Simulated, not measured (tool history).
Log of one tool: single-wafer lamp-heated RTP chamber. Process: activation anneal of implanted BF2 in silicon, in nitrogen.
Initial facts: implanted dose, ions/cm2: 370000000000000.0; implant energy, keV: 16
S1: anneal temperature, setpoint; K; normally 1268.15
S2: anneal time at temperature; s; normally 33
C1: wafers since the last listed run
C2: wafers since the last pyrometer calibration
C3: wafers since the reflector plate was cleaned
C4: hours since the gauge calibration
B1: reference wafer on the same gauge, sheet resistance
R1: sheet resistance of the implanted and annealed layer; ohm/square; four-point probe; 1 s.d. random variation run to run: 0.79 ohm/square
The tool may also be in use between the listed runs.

Run 1, hour 0.0: usual settings; C1 0; C2 4686; C3 323; C4 59.2; B1 338.96. Result: R1 329.02 ohm/square.
Run 2, hour 12.6: usual settings; C1 179; C2 4866; C3 503; C4 71.8; B1 339.18. Result: R1 328.76 ohm/square.
Run 3, hour 30.6: usual settings; C1 256; C2 5123; C3 760; C4 89.8; B1 338.93. Result: R1 328.13 ohm/square.
Run 4, hour 46.5: usual settings; C1 226; C2 5350; C3 987; C4 105.7; B1 339.19. Result: R1 327.82 ohm/square.
Run 5, hour 62.9: usual settings; C1 234; C2 5584; C3 1221; C4 122.1; B1 339.13. Result: R1 326.42 ohm/square.
Run 6, hour 78.6: usual settings; C1 224; C2 5808; C3 1445; C4 137.8; B1 338.80. Result: R1 326.41 ohm/square.
Run 7, hour 92.2: usual settings; C1 194; C2 6003; C3 1640; C4 151.4; B1 338.91. Result: R1 328.05 ohm/square.
Run 8, hour 103.8: usual settings but S1 1261.15 K; C1 165; C2 6168; C3 1805; C4 163.0; B1 338.93. Result: R1 331.24 ohm/square.
Run 9, hour 116.9: usual settings but S1 1290.15 K; C1 186; C2 6355; C3 1992; C4 176.1; B1 339.11. Result: R1 320.45 ohm/square.
At hour 129.9: pyrometer window cleaned and pyrometer calibrated.
Run 10, hour 130.4: usual settings but S1 1290.15 K; C1 78; C2 7; C3 2071; C4 189.6; B1 338.84. Result: R1 319.01 ohm/square.
Run 11, hour 135.1: usual settings but S1 1285.15 K, S2 46 s; C1 67; C2 74; C3 2138; C4 194.3; B1 339.25. Result: R1 316.19 ohm/square.
Run 12, hour 147.4: usual settings; C1 175; C2 250; C3 2313; C4 206.6; B1 338.72. Result: R1 326.96 ohm/square.
Run 13, hour 180.5: usual settings; C1 472; C2 722; C3 2786; C4 239.7; B1 338.86. Result: R1 326.20 ohm/square.
Run 14, hour 192.9: usual settings; C1 177; C2 899; C3 2963; C4 252.1; B1 338.89. Result: R1 325.31 ohm/square.
At hour 196.6: gauge calibrated.
Run 15, hour 206.1: usual settings; C1 188; C2 1088; C3 3151; C4 9.5; B1 339.01. Result: R1 325.71 ohm/square.
Run 16, hour 220.4: usual settings but S1 1295.15 K, S2 46 s; C1 204; C2 1292; C3 3355; C4 23.8; B1 339.35. Result: R1 311.21 ohm/square.
Run 17, hour 229.3: usual settings but S1 1240.15 K, S2 15 s; C1 127; C2 1419; C3 3482; C4 32.7; B1 339.03. Result: R1 353.19 ohm/square.
Run 18, hour 247.1: usual settings; C1 254; C2 1673; C3 3736; C4 50.5; B1 339.19. Result: R1 326.76 ohm/square.
Run 19, hour 259.0: usual settings but S1 1250.15 K, S2 26 s; C1 169; C2 1843; C3 3906; C4 62.4; B1 338.68. Result: R1 335.54 ohm/square.
Run 20, hour 265.1: usual settings but S1 1291.15 K, S2 52 s; C1 87; C2 1930; C3 3993; C4 68.5; B1 338.98. Result: R1 311.96 ohm/square.
At hour 281.9: reflector plate cleaned.
Run 21, hour 297.5: usual settings; C1 348; C2 2278; C3 223; C4 100.9; B1 338.96. Result: R1 329.96 ohm/square.
Run 22, hour 309.5: usual settings but S1 1242.15 K, S2 47 s; C1 171; C2 2450; C3 394; C4 112.9; B1 339.03. Result: R1 340.38 ohm/square.
Run 23, hour 319.0: usual settings but S1 1289.15 K, S2 42 s; C1 135; C2 2585; C3 529; C4 122.4; B1 338.83. Result: R1 319.38 ohm/square.
Run 24, hour 329.7: usual settings but S1 1247.15 K, S2 16 s; C1 152; C2 2738; C3 682; C4 133.1; B1 338.87. Result: R1 350.65 ohm/square.
Run 25, hour 344.9: usual settings but S1 1255.15 K, S2 40 s; C1 216; C2 2955; C3 899; C4 148.3; B1 339.26. Result: R1 330.38 ohm/square.
Run 26, hour 360.2: usual settings but S1 1276.15 K; C1 218; C2 3173; C3 1118; C4 163.6; B1 339.00. Result: R1 325.82 ohm/square.
Run 27, hour 367.3: usual settings but S1 1252.15 K, S2 19 s; C1 101; C2 3275; C3 1219; C4 170.7; B1 339.03. Result: R1 341.82 ohm/square.
Run 28, hour 374.2: usual settings but S1 1260.15 K, S2 18 s; C1 98; C2 3373; C3 1317; C4 177.6; B1 338.91. Result: R1 336.58 ohm/square.
Run 29, hour 389.6: usual settings but S1 1286.15 K, S2 38 s; C1 219; C2 3593; C3 1537; C4 193.0; B1 338.84. Result: R1 320.08 ohm/square.
Run 30, hour 399.2: usual settings but S1 1261.15 K; C1 137; C2 3730; C3 1674; C4 202.6; B1 339.16. Result: R1 330.39 ohm/square.

Alternative continuations, all from the tool just after run 30; predict every row:
Run A, hour 399.6: usual settings; C1 5; C2 3736; C3 1680; C4 203.0; B1 ?. Result: R1 ?.
Run B, hour 399.6: usual settings but S2 19 s; C1 5; C2 3736; C3 1680; C4 203.0; B1 ?. Result: R1 ?.
Run C, hour 399.6: usual settings but S1 1251.15 K, S2 42 s; C1 5; C2 3736; C3 1680; C4 203.0; B1 ?. Result: R1 ?.
Run D, hour 399.6: usual settings but S2 46 s; C1 5; C2 3736; C3 1680; C4 203.0; B1 ?. Result: R1 ?.
Run E, hour 399.6: usual settings but S1 1277.15 K, S2 14 s; C1 5; C2 3736; C3 1680; C4 203.0; B1 ?. Result: R1 ?.

run      B1      R1
  A  338.85  327.16
  B  338.85  332.27
  C  338.85  332.36
  D  338.85  323.55
  E  338.85  332.21
With no hidden state in the tool, these same runs would have given:
run      R1
  A  329.56
  B  334.82
  C  336.46
  D  326.15
  E  334.01
